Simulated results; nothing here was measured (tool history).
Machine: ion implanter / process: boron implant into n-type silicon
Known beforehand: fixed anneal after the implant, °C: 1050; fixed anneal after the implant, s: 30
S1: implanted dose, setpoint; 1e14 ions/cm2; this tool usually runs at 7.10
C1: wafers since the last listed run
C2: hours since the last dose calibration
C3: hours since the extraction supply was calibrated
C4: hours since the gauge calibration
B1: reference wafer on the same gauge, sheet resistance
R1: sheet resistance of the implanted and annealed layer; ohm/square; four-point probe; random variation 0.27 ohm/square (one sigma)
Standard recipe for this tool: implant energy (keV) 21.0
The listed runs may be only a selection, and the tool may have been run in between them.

run 1 day=0.000 | S1=8.14 implant_energy_(keV)=21.0 | C1=0 C2=1749.7 C3=4132.7 C4=129.4 | B1=151.00 | R1=165.45
run 2 day=0.617 | S1=7.10 implant_energy_(keV)=22.5 | C1=220 C2=1764.5 C3=4147.5 C4=144.2 | B1=150.91 | R1=184.44
run 3 day=1.333 | S1=7.10 implant_energy_(keV)=21.0 | C1=256 C2=1781.7 C3=4164.7 C4=161.4 | B1=151.01 | R1=186.51
run 4 day=2.217 | S1=8.42 implant_energy_(keV)=21.0 | C1=315 C2=1802.9 C3=4185.9 C4=182.6 | B1=151.00 | R1=161.28
run 5 day=3.000 | S1=8.42 implant_energy_(keV)=21.0 | C1=280 C2=1821.7 C3=4204.7 C4=201.4 | B1=151.00 | R1=161.17
run 6 day=3.954 | S1=7.10 implant_energy_(keV)=21.0 | C1=341 C2=1844.6 C3=4227.6 C4=224.3 | B1=150.97 | R1=186.23
-- day=4.079 gauge calibrated
run 7 day=4.667 | S1=7.10 implant_energy_(keV)=21.0 | C1=254 C2=1861.7 C3=4244.7 C4=14.1 | B1=151.10 | R1=186.68
run 8 day=5.167 | S1=8.99 implant_energy_(keV)=16.5 | C1=178 C2=1873.7 C3=4256.7 C4=26.1 | B1=150.97 | R1=155.53
-- day=5.779 extraction supply calibrated
run 9 day=5.925 | S1=7.10 implant_energy_(keV)=25.0 | C1=151 C2=1891.9 C3=3.5 C4=44.3 | B1=150.98 | R1=183.23
run 10 day=6.892 | S1=6.46 implant_energy_(keV)=25.5 | C1=345 C2=1915.1 C3=26.7 C4=67.5 | B1=150.98 | R1=198.20
run 11 day=8.308 | S1=7.10 implant_energy_(keV)=21.0 | C1=506 C2=1949.1 C3=60.7 C4=101.5 | B1=150.96 | R1=186.28
-- day=9.221 Faraday cup replaced and dose calibrated
run 12 day=9.242 | S1=8.99 implant_energy_(keV)=16.5 | C1=214 C2=0.5 C3=83.1 C4=123.9 | B1=151.14 | R1=148.35
run 13 day=10.142 | S1=9.19 implant_energy_(keV)=21.0 | C1=321 C2=22.1 C3=104.7 C4=145.5 | B1=151.06 | R1=143.32
run 14 day=11.596 | S1=8.84 implant_energy_(keV)=16.0 | C1=519 C2=57.0 C3=139.6 C4=180.4 | B1=150.91 | R1=151.77

Predict each of these 4 candidate next runs independently; none follows another, all start after run 14:
run A day=11.612 | S1=7.10 implant_energy_(keV)=21.0 | C1=5 C2=57.4 C3=140.0 C4=180.8 | B1=? | R1=?
run B day=11.612 | S1=5.24 implant_energy_(keV)=24.5 | C1=5 C2=57.4 C3=140.0 C4=180.8 | B1=? | R1=?
run C day=11.612 | S1=4.98 implant_energy_(keV)=26.0 | C1=5 C2=57.4 C3=140.0 C4=180.8 | B1=? | R1=?
run D day=11.612 | S1=5.15 implant_energy_(keV)=15.5 | C1=5 C2=57.4 C3=140.0 C4=180.8 | B1=? | R1=?

run=A B1=150.91 R1=179.31
run=B B1=150.91 R1=227.74
run=C B1=150.91 R1=236.04
run=D B1=150.91 R1=242.98
Without the tool's unlogged condition, the same runs would have read:
run=A R1=177.88
run=B R1=225.96
run=C R1=234.19
run=D R1=241.06

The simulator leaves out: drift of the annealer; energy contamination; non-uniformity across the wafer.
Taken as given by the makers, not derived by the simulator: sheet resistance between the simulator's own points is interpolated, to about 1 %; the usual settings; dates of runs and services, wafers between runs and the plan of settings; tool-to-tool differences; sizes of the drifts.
